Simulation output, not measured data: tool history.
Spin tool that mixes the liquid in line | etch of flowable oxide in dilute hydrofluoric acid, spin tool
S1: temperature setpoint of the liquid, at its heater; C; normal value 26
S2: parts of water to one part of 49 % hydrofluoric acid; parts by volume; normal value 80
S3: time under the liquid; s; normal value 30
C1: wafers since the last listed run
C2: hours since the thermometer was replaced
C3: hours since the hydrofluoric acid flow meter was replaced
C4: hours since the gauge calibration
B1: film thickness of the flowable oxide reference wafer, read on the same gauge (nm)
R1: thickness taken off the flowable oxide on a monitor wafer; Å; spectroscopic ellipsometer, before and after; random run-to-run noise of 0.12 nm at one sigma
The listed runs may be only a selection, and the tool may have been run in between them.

{"run": 1, "hour": 0.0, "S1": 26, "S2": 80, "S3": 45, "C1": 0, "C2": 1383.5, "C3": 313.6, "C4": 731.8, "B1": 30, "R1": 194.2}
{"run": 2, "hour": 78.4, "S1": 26, "S2": 50, "S3": 30, "C1": 1278, "C2": 1461.9, "C3": 392, "C4": 810.2, "B1": 29.99, "R1": 214.5}
{"run": 3, "hour": 128.8, "S1": 26, "S2": 50, "S3": 30, "C1": 822, "C2": 1512.3, "C3": 442.4, "C4": 860.6, "B1": 30.01, "R1": 212.1}
{"run": 4, "hour": 180.8, "S1": 26, "S2": 70, "S3": 30, "C1": 848, "C2": 1564.3, "C3": 494.4, "C4": 912.6, "B1": 30, "R1": 146.8}
{"run": 5, "hour": 241.8, "S1": 22, "S2": 80, "S3": 30, "C1": 995, "C2": 1625.3, "C3": 555.4, "C4": 973.6, "B1": 30.01, "R1": 109}
{"hour": 277.8, "done": "thermometer replaced"}
{"run": 6, "hour": 284.3, "S1": 22, "S2": 80, "S3": 30, "C1": 676, "C2": 6.5, "C3": 597.9, "C4": 1016.1, "B1": 30, "R1": 99}
{"run": 7, "hour": 332.3, "S1": 22, "S2": 80, "S3": 30, "C1": 782, "C2": 54.5, "C3": 645.9, "C4": 1064.1, "B1": 30, "R1": 100}
{"run": 8, "hour": 413.6, "S1": 26, "S2": 80, "S3": 30, "C1": 1326, "C2": 135.8, "C3": 727.2, "C4": 1145.4, "B1": 30.01, "R1": 117.1}
{"run": 9, "hour": 463.2, "S1": 24, "S2": 80, "S3": 30, "C1": 809, "C2": 185.4, "C3": 776.8, "C4": 1195, "B1": 30, "R1": 108.1}
{"run": 10, "hour": 510.1, "S1": 24.5, "S2": 80, "S3": 30, "C1": 765, "C2": 232.3, "C3": 823.7, "C4": 1241.9, "B1": 29.97, "R1": 108}
{"run": 11, "hour": 566.2, "S1": 24.5, "S2": 80, "S3": 30, "C1": 915, "C2": 288.4, "C3": 879.8, "C4": 1298, "B1": 30, "R1": 109.3}
{"run": 12, "hour": 657.3, "S1": 24.5, "S2": 80, "S3": 30, "C1": 1486, "C2": 379.5, "C3": 970.9, "C4": 1389.1, "B1": 30, "R1": 108.9}
{"run": 13, "hour": 695.6, "S1": 26, "S2": 100, "S3": 30, "C1": 624, "C2": 417.8, "C3": 1009.2, "C4": 1427.4, "B1": 29.99, "R1": 89.2}
{"hour": 751.9, "done": "gauge calibrated"}
{"run": 14, "hour": 784.5, "S1": 26, "S2": 100, "S3": 30, "C1": 1450, "C2": 506.7, "C3": 1098.1, "C4": 32.6, "B1": 29.99, "R1": 88.2}
{"hour": 802.9, "done": "hydrofluoric acid flow meter replaced"}
{"run": 15, "hour": 965.9, "S1": 26, "S2": 100, "S3": 30, "C1": 2942, "C2": 688.1, "C3": 163, "C4": 214, "B1": 30.02, "R1": 98}
{"run": 16, "hour": 1072.6, "S1": 26, "S2": 80, "S3": 30, "C1": 1740, "C2": 794.8, "C3": 269.7, "C4": 320.7, "B1": 29.97, "R1": 124.4}
{"run": 17, "hour": 1118.5, "S1": 26, "S2": 80, "S3": 30, "C1": 748, "C2": 840.7, "C3": 315.6, "C4": 366.6, "B1": 29.98, "R1": 127.1}
{"run": 18, "hour": 1176.2, "S1": 26, "S2": 115, "S3": 40, "C1": 941, "C2": 898.4, "C3": 373.3, "C4": 424.3, "B1": 30, "R1": 110.6}
{"run": 19, "hour": 1280.2, "S1": 31, "S2": 115, "S3": 50, "C1": 1696, "C2": 1002.4, "C3": 477.3, "C4": 528.3, "B1": 30, "R1": 167.5}
{"run": 20, "hour": 1354.8, "S1": 26, "S2": 80, "S3": 30, "C1": 1216, "C2": 1077, "C3": 551.9, "C4": 602.9, "B1": 30, "R1": 124.3}
{"run": 21, "hour": 1411.1, "S1": 28.5, "S2": 115, "S3": 35, "C1": 918, "C2": 1133.3, "C3": 608.2, "C4": 659.2, "B1": 29.99, "R1": 106.6}
{"run": 22, "hour": 1495.6, "S1": 22, "S2": 50, "S3": 30, "C1": 1378, "C2": 1217.8, "C3": 692.7, "C4": 743.7, "B1": 30.01, "R1": 176.1}
{"run": 23, "hour": 1592.0, "S1": 26, "S2": 80, "S3": 30, "C1": 1572, "C2": 1314.2, "C3": 789.1, "C4": 840.1, "B1": 30.01, "R1": 122.7}
{"run": 24, "hour": 1650.3, "S1": 26, "S2": 80, "S3": 30, "C1": 951, "C2": 1372.5, "C3": 847.4, "C4": 898.4, "B1": 30, "R1": 126.1}
{"hour": 1680.6, "done": "thermometer replaced"}
{"run": 25, "hour": 1694.6, "S1": 26, "S2": 115, "S3": 40, "C1": 706, "C2": 14, "C3": 891.7, "C4": 942.7, "B1": 29.99, "R1": 103.4}
{"run": 26, "hour": 1872.8, "S1": 22.5, "S2": 65, "S3": 30, "C1": 2906, "C2": 192.2, "C3": 1069.9, "C4": 1120.9, "B1": 30.01, "R1": 123.9}
{"run": 27, "hour": 1958.0, "S1": 23, "S2": 115, "S3": 30, "C1": 1389, "C2": 277.4, "C3": 1155.1, "C4": 1206.1, "B1": 30.02, "R1": 68.6}
{"run": 28, "hour": 2040.3, "S1": 23.5, "S2": 65, "S3": 30, "C1": 1342, "C2": 359.7, "C3": 1237.4, "C4": 1288.4, "B1": 29.99, "R1": 133.8}
{"hour": 2062.5, "done": "hydrofluoric acid flow meter replaced"}
{"run": 29, "hour": 2350.5, "S1": 22.5, "S2": 95, "S3": 35, "C1": 5043, "C2": 669.9, "C3": 288, "C4": 1598.6, "B1": 30, "R1": 106.5}
{"run": 30, "hour": 2431.6, "S1": 30.5, "S2": 115, "S3": 15, "C1": 1322, "C2": 751, "C3": 369.1, "C4": 1679.7, "B1": 30, "R1": 49.7}

Measured minus without-hidden-state, run by run (identical run-to-run variation in each term; gauge scatter may differ):
Hidden state at play: liquid hotter than its thermometer reads (K); hydrofluoric acid flow below the setpoint (%); gauge reads high (%).
run=1 R1=+9.8
run=2 R1=+11.4
run=3 R1=+11.1
run=4 R1=+7.3
run=5 R1=+5.6
run=6 R1=-4.3
run=7 R1=-4.4
run=8 R1=-5.4
run=9 R1=-5
run=10 R1=-5.1
run=11 R1=-5.2
run=12 R1=-5.4
run=13 R1=-4.8
run=14 R1=-4.8
run=15 R1=+3.4
run=16 R1=+4.2
run=17 R1=+4.2
run=18 R1=+3.3
run=19 R1=+4
run=20 R1=+3.8
run=21 R1=+2.5
run=22 R1=+6.3
run=23 R1=+3.3
run=24 R1=+3.3
run=25 R1=-5.4
run=26 R1=-5.9
run=27 R1=-3.8
run=28 R1=-6.8
run=29 R1=+4.3
run=30 R1=+1.6
